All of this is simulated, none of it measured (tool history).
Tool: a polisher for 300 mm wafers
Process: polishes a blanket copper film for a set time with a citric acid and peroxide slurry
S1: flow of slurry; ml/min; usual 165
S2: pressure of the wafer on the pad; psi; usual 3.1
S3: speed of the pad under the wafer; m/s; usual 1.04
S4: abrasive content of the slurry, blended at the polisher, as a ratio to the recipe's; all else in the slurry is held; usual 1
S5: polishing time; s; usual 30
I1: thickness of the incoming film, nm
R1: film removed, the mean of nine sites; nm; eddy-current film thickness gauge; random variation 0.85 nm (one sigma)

| run | hour | S1 | S2 | S3 | S4 | S5 | I1 | R1 |
|---|---|---|---|---|---|---|---|---|
| 1 | 0 | 165 | 3.1 | 1.04 | 1 | 30 | 1107 | 65.2 |
| 2 | 36.5 | 165 | 3.1 | 1.04 | 1 | 30 | 1079.6 | 64 |
|  | 68.8 | head pressure recalibrated |
| 3 | 94.1 | 165 | 3.1 | 0.84 | 1 | 30 | 1120.3 | 53.1 |
|  | 109.2 | slurry nozzle cleaned |
| 4 | 140.9 | 165 | 3.1 | 0.84 | 1 | 30 | 1085.1 | 52.2 |
| 5 | 178.6 | 165 | 3.1 | 0.84 | 1 | 30 | 1115.2 | 51.9 |
| 6 | 202.7 | 165 | 2.8 | 1.04 | 1 | 30 | 1083.7 | 58.1 |
|  | 220.5 | slurry blender recalibrated |
|  | 266.5 | worn pad replaced by a new one |
| 7 | 267 | 110 | 3.6 | 1.04 | 1 | 34 | 1098.7 | 77.7 |
| 8 | 301.1 | 120 | 3.1 | 0.92 | 1.15 | 26 | 1117.8 | 49.4 |
| 9 | 510.9 | 165 | 3.1 | 1.04 | 1 | 30 | 1110.9 | 65.3 |
| 10 | 563.1 | 205 | 3.1 | 1.04 | 1 | 30 | 1101.8 | 67.3 |
|  | 588 | slurry nozzle cleaned |
| 11 | 616.3 | 165 | 3.1 | 1.04 | 1 | 30 | 1092.1 | 65.3 |
|  | 648.5 | head pressure recalibrated |
|  | 649.4 | slurry blender recalibrated |
| 12 | 676 | 165 | 3.1 | 1.04 | 1 | 26 | 1097.5 | 56.7 |
| 13 | 705.1 | 190 | 3.1 | 0.82 | 1.3 | 30 | 1102.9 | 56.7 |
| 14 | 756.9 | 165 | 3.1 | 1.04 | 1 | 30 | 1096.2 | 64.3 |
| 15 | 791.3 | 215 | 3.1 | 1.32 | 1.25 | 30 | 1111.3 | 92.2 |
|  | 833.8 | worn pad replaced by a new one |
| 16 | 842.5 | 165 | 3.1 | 1.04 | 1 | 30 | 1108.6 | 64.2 |
| 17 | 899.8 | 165 | 3.1 | 1.04 | 1 | 30 | 1106.2 | 63.7 |
| 18 | 943.1 | 135 | 3.1 | 1.04 | 1 | 30 | 1107 | 64 |
| 19 | 1005.3 | 105 | 3.1 | 1.04 | 1.15 | 24 | 1109.6 | 51.1 |
|  | 1115.7 | slurry nozzle cleaned |
| 20 | 1123.7 | 165 | 3.1 | 1.04 | 1 | 30 | 1092.7 | 66 |
|  | 1155.9 | slurry blender recalibrated |
| 21 | 1156.2 | 195 | 3.1 | 1.18 | 1.15 | 38 | 1092.9 | 98.3 |
| 22 | 1225 | 165 | 2.7 | 1.04 | 0.75 | 30 | 1083.4 | 50.5 |
| 23 | 1253.3 | 165 | 2.1 | 1.04 | 1 | 39 | 1093.4 | 56.9 |
|  | 1288.4 | worn pad replaced by a new one |
| 24 | 1309.2 | 165 | 3.9 | 1.04 | 1 | 20 | 1095.6 | 54.6 |
|  | 1365.4 | head pressure recalibrated |
| 25 | 1365.9 | 165 | 3.9 | 1.04 | 1 | 30 | 1106.9 | 82.2 |

Forecast run 26:
| 26 | 1433.5 | 165 | 3.1 | 1.04 | 0.75 | 30 | 1102.5 | ? |

{"run 26": {"R1": 58.1}}
Without the tool's hidden state the same run would have given R1 58.1 nm.

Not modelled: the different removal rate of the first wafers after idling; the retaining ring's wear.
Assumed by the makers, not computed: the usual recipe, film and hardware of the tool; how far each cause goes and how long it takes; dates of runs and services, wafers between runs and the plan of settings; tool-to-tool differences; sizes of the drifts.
